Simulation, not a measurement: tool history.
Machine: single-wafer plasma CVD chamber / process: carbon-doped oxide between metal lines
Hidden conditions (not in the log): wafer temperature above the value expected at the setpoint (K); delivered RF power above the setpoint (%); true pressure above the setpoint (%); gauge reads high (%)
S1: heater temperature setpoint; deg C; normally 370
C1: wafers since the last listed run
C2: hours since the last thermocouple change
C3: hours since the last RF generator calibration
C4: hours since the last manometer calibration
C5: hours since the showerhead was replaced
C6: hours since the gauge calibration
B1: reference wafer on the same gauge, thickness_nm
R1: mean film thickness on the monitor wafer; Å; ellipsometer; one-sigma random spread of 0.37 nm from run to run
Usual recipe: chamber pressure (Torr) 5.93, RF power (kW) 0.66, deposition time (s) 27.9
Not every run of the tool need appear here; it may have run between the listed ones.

Run 1, day 0: usual settings but RF power (kW) 0.61; C1 0; C2 1357.5; C3 1948; C4 1396.4; C5 3915.4; C6 373.3; B1 150.063. Result: R1 1432.57 Å.
Run 2, day 0.675: usual settings; C1 460; C2 1373.7; C3 1964.2; C4 1412.6; C5 3931.6; C6 389.5; B1 149.917. Result: R1 1512.31 Å.
Run 3, day 1.042: usual settings; C1 250; C2 1382.5; C3 1973; C4 1421.4; C5 3940.4; C6 398.3; B1 150.011. Result: R1 1512.88 Å.
Run 4, day 1.338: usual settings; C1 201; C2 1389.6; C3 1980.1; C4 1428.5; C5 3947.5; C6 405.4; B1 149.933. Result: R1 1508.31 Å.
Run 5, day 1.942: usual settings but S1 358 deg C; C1 412; C2 1404.1; C3 1994.6; C4 1443; C5 3962; C6 419.9; B1 149.878. Result: R1 1560.81 Å.
Run 6, day 2.671: usual settings but RF power (kW) 0.745; C1 497; C2 1421.6; C3 2012.1; C4 1460.5; C5 3979.5; C6 437.4; B1 150. Result: R1 1642.57 Å.
Run 7, day 3.371: usual settings but RF power (kW) 0.745; C1 477; C2 1438.4; C3 2028.9; C4 1477.3; C5 3996.3; C6 454.2; B1 150.032. Result: R1 1639.17 Å.
At day 4.075: thermocouple changed; heater temperature recalibrated.
Run 8, day 4.096: usual settings but RF power (kW) 0.745; C1 267; C2 0.5; C3 2046.3; C4 1494.7; C5 4013.7; C6 471.6; B1 149.974. Result: R1 1645.56 Å.
At day 4.788: RF generator calibrated.
Run 9, day 4.808: usual settings; C1 258; C2 17.6; C3 0.5; C4 1511.8; C5 4030.8; C6 488.7; B1 150.002. Result: R1 1581.24 Å.
Run 10, day 5.088: usual settings but RF power (kW) 0.63; C1 190; C2 24.3; C3 7.2; C4 1518.5; C5 4037.5; C6 495.4; B1 149.995. Result: R1 1530.28 Å.
At day 5.454: capacitance manometer re-zeroed and calibrated.
At day 5.567: gauge calibrated.
Run 11, day 5.592: usual settings but RF power (kW) 0.63; C1 116; C2 36.4; C3 19.3; C4 3.3; C5 4049.6; C6 0.6; B1 149.906. Result: R1 1532.36 Å.
Run 12, day 6.188: usual settings; C1 406; C2 50.7; C3 33.6; C4 17.6; C5 4063.9; C6 14.9; B1 149.974. Result: R1 1580.76 Å.
Run 13, day 6.65: usual settings but chamber pressure (Torr) 4.9, RF power (kW) 0.595, deposition time (s) 31.4; C1 315; C2 61.8; C3 44.7; C4 28.7; C5 4075; C6 26; B1 149.874. Result: R1 1605.35 Å.
Run 14, day 7.146: usual settings but S1 378 deg C, chamber pressure (Torr) 6.49; C1 338; C2 73.7; C3 56.6; C4 40.6; C5 4086.9; C6 37.9; B1 149.892. Result: R1 1560.46 Å.
Run 15, day 7.842: usual settings but S1 360 deg C, RF power (kW) 0.705, deposition time (s) 30.1; C1 474; C2 90.4; C3 73.3; C4 57.3; C5 4103.6; C6 54.6; B1 149.897. Result: R1 1844.22 Å.
Run 16, day 8.221: usual settings but RF power (kW) 0.775; C1 258; C2 99.5; C3 82.4; C4 66.4; C5 4112.7; C6 63.7; B1 150.143. Result: R1 1768.89 Å.
Run 17, day 8.821: usual settings but S1 360 deg C, RF power (kW) 0.755; C1 409; C2 113.9; C3 96.8; C4 80.8; C5 4127.1; C6 78.1; B1 150.014. Result: R1 1788.18 Å.
Run 18, day 9.179: usual settings but S1 364 deg C, chamber pressure (Torr) 7.25, RF power (kW) 0.71, deposition time (s) 33.4; C1 244; C2 122.5; C3 105.4; C4 89.4; C5 4135.7; C6 86.7; B1 149.98. Result: R1 2061.38 Å.
Run 19, day 9.842: usual settings but S1 361 deg C; C1 452; C2 138.4; C3 121.3; C4 105.3; C5 4151.6; C6 102.6; B1 149.995. Result: R1 1620.16 Å.
Run 20, day 10.475: usual settings but chamber pressure (Torr) 4.74; C1 432; C2 153.6; C3 136.5; C4 120.5; C5 4166.8; C6 117.8; B1 149.971. Result: R1 1527.33 Å.
Run 21, day 10.767: usual settings but S1 381 deg C, RF power (kW) 0.715, deposition time (s) 24.6; C1 199; C2 160.6; C3 143.5; C4 127.5; C5 4173.8; C6 124.8; B1 150.015. Result: R1 1434.87 Å.
At day 11.104: showerhead replaced.
Run 22, day 11.262: usual settings but RF power (kW) 0.565, deposition time (s) 24.8; C1 110; C2 172.5; C3 155.4; C4 139.4; C5 3.8; C6 136.7; B1 149.91. Result: R1 1259.98 Å.
Run 23, day 11.754: usual settings but chamber pressure (Torr) 4.76, deposition time (s) 25.6; C1 335; C2 184.3; C3 167.2; C4 151.2; C5 15.6; C6 148.5; B1 149.938. Result: R1 1406.55 Å.
Run 24, day 13.304: usual settings; C1 1057; C2 221.5; C3 204.4; C4 188.4; C5 52.8; C6 185.7; B1 150.099. Result: R1 1582.61 Å.
Run 25, day 13.796: usual settings but RF power (kW) 0.545; C1 335; C2 233.3; C3 216.2; C4 200.2; C5 64.6; C6 197.5; B1 149.997. Result: R1 1377.74 Å.
Run 26, day 14.108: usual settings but S1 380 deg C, chamber pressure (Torr) 4.58, RF power (kW) 0.615, deposition time (s) 29.9; C1 213; C2 240.8; C3 223.7; C4 207.7; C5 72.1; C6 205; B1 150.146. Result: R1 1511.23 Å.
Run 27, day 14.779: usual settings; C1 457; C2 256.9; C3 239.8; C4 223.8; C5 88.2; C6 221.1; B1 150.08. Result: R1 1584.46 Å.

Consider 5 possible next runs. They are alternatives, not a sequence: every one starts from the tool as it was left by run 27. What does each give?
Run A, day 14.796: usual settings; C1 11; C2 257.3; C3 240.2; C4 224.2; C5 88.6; C6 221.5; B1 ?. Result: R1 ?.
Run B, day 14.796: usual settings but chamber pressure (Torr) 7.14, RF power (kW) 0.755; C1 11; C2 257.3; C3 240.2; C4 224.2; C5 88.6; C6 221.5; B1 ?. Result: R1 ?.
Run C, day 14.796: usual settings but S1 357 deg C, deposition time (s) 22.7; C1 11; C2 257.3; C3 240.2; C4 224.2; C5 88.6; C6 221.5; B1 ?. Result: R1 ?.
Run D, day 14.796: usual settings but deposition time (s) 25.9; C1 11; C2 257.3; C3 240.2; C4 224.2; C5 88.6; C6 221.5; B1 ?. Result: R1 ?.
Run E, day 14.796: usual settings but RF power (kW) 0.695, deposition time (s) 24.2; C1 11; C2 257.3; C3 240.2; C4 224.2; C5 88.6; C6 221.5; B1 ?. Result: R1 ?.

run       B1       R1
  A  150.117  1579.79
  B  150.117  1762.23
  C  150.117  1338.45
  D  150.117  1468.24
  E  150.117  1423.33
Stripped of hidden state, with their random variation kept, the same runs would have yielded:
run       R1
  A  1600.66
  B  1785.36
  C  1356.13
  D  1487.64
  E  1442.01
